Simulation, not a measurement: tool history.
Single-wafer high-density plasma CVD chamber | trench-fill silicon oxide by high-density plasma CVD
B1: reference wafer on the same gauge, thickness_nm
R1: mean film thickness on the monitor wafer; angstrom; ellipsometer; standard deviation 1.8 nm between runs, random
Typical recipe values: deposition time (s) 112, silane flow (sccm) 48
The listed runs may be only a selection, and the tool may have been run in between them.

Run 1, hour 0.0: usual settings but silane flow (sccm) 41; B1 487.729. Result: R1 4105.15 angstrom.
Run 2, hour 190.0: usual settings but silane flow (sccm) 41; B1 487.877. Result: R1 4083.23 angstrom.
Run 3, hour 267.3: usual settings; B1 488.269. Result: R1 4791.92 angstrom.
Run 4, hour 323.1: usual settings; B1 487.941. Result: R1 4810.37 angstrom.
Run 5, hour 397.8: usual settings but deposition time (s) 98; B1 488.213. Result: R1 4198.66 angstrom.
Run 6, hour 442.3: usual settings but deposition time (s) 98; B1 487.530. Result: R1 4207.65 angstrom.
Run 7, hour 509.3: usual settings but silane flow (sccm) 55; B1 488.299. Result: R1 5507.72 angstrom.
Run 8, hour 578.3: usual settings; B1 488.172. Result: R1 4791.33 angstrom.
Run 9, hour 622.3: usual settings; B1 487.626. Result: R1 4779.45 angstrom.
Run 10, hour 715.6: usual settings; B1 487.785. Result: R1 4757.83 angstrom.
Run 11, hour 761.8: usual settings; B1 487.798. Result: R1 4774.98 angstrom.
Run 12, hour 809.2: usual settings; B1 487.938. Result: R1 4785.59 angstrom.
Run 13, hour 892.7: usual settings; B1 488.341. Result: R1 4735.37 angstrom.
Run 14, hour 1020.2: usual settings; B1 487.924. Result: R1 4747.31 angstrom.
Run 15, hour 1102.9: usual settings; B1 487.668. Result: R1 4772.27 angstrom.
Run 16, hour 1186.9: usual settings; B1 488.215. Result: R1 4791.27 angstrom.
Run 17, hour 1227.2: usual settings; B1 487.835. Result: R1 4774.38 angstrom.
Run 18, hour 1312.6: usual settings but deposition time (s) 127, silane flow (sccm) 57; B1 488.470. Result: R1 6422.26 angstrom.
At hour 1416.2: silane flow controller replaced.
Run 19, hour 1426.0: usual settings but deposition time (s) 90, silane flow (sccm) 54; B1 487.944. Result: R1 4188.82 angstrom.
Run 20, hour 1485.8: usual settings but deposition time (s) 120; B1 487.646. Result: R1 4943.73 angstrom.
Run 21, hour 1588.0: usual settings but deposition time (s) 92, silane flow (sccm) 56; B1 488.187. Result: R1 4429.17 angstrom.
Run 22, hour 1670.1: usual settings but silane flow (sccm) 54; B1 487.752. Result: R1 5203.44 angstrom.
Run 23, hour 1759.7: usual settings but deposition time (s) 94, silane flow (sccm) 39; B1 488.090. Result: R1 3131.69 angstrom.
Run 24, hour 1847.4: usual settings but deposition time (s) 118, silane flow (sccm) 51; B1 487.900. Result: R1 5154.74 angstrom.
Run 25, hour 1940.2: usual settings but deposition time (s) 102, silane flow (sccm) 44; B1 488.260. Result: R1 3842.50 angstrom.
At hour 1982.4: silane flow controller replaced, repeated, since the last time left the tool worse.
Run 26, hour 2008.4: usual settings but deposition time (s) 92; B1 488.452. Result: R1 4092.41 angstrom.
Run 27, hour 2107.5: usual settings but silane flow (sccm) 41; B1 487.772. Result: R1 4231.84 angstrom.
At hour 2112.0: gauge calibrated.
Run 28, hour 2150.5: usual settings but deposition time (s) 95; B1 488.304. Result: R1 4239.63 angstrom.
Run 29, hour 2396.6: usual settings but deposition time (s) 92, silane flow (sccm) 56; B1 488.083. Result: R1 4756.73 angstrom.
Run 30, hour 2442.4: usual settings; B1 488.320. Result: R1 4975.33 angstrom.
Run 31, hour 2484.8: usual settings; B1 488.359. Result: R1 4948.42 angstrom.
Run 32, hour 2576.6: usual settings but deposition time (s) 125; B1 488.036. Result: R1 5545.62 angstrom.
Run 33, hour 2719.3: usual settings but deposition time (s) 119, silane flow (sccm) 42; B1 487.989. Result: R1 4569.79 angstrom.

Here are 5 independent what-if runs from the current tool condition. What would each one return?
Run A, hour 2719.7: usual settings; B1 ?. Result: R1 ?.
Run B, hour 2719.7: usual settings but deposition time (s) 123, silane flow (sccm) 57; B1 ?. Result: R1 ?.
Run C, hour 2719.7: usual settings but deposition time (s) 134, silane flow (sccm) 53; B1 ?. Result: R1 ?.
Run D, hour 2719.7: usual settings but deposition time (s) 104, silane flow (sccm) 54; B1 ?. Result: R1 ?.
Run E, hour 2719.7: usual settings but deposition time (s) 92, silane flow (sccm) 45; B1 ?. Result: R1 ?.

run       B1       R1
  A  488.048  4962.40
  B  488.048  6471.61
  C  488.048  6555.61
  D  488.048  5183.93
  E  488.048  3821.49
Take away the tool's hidden state, keep each run's random variation, and the runs would have read:
run       R1
  A  5000.56
  B  6521.37
  C  6606.02
  D  5223.79
  E  3850.87

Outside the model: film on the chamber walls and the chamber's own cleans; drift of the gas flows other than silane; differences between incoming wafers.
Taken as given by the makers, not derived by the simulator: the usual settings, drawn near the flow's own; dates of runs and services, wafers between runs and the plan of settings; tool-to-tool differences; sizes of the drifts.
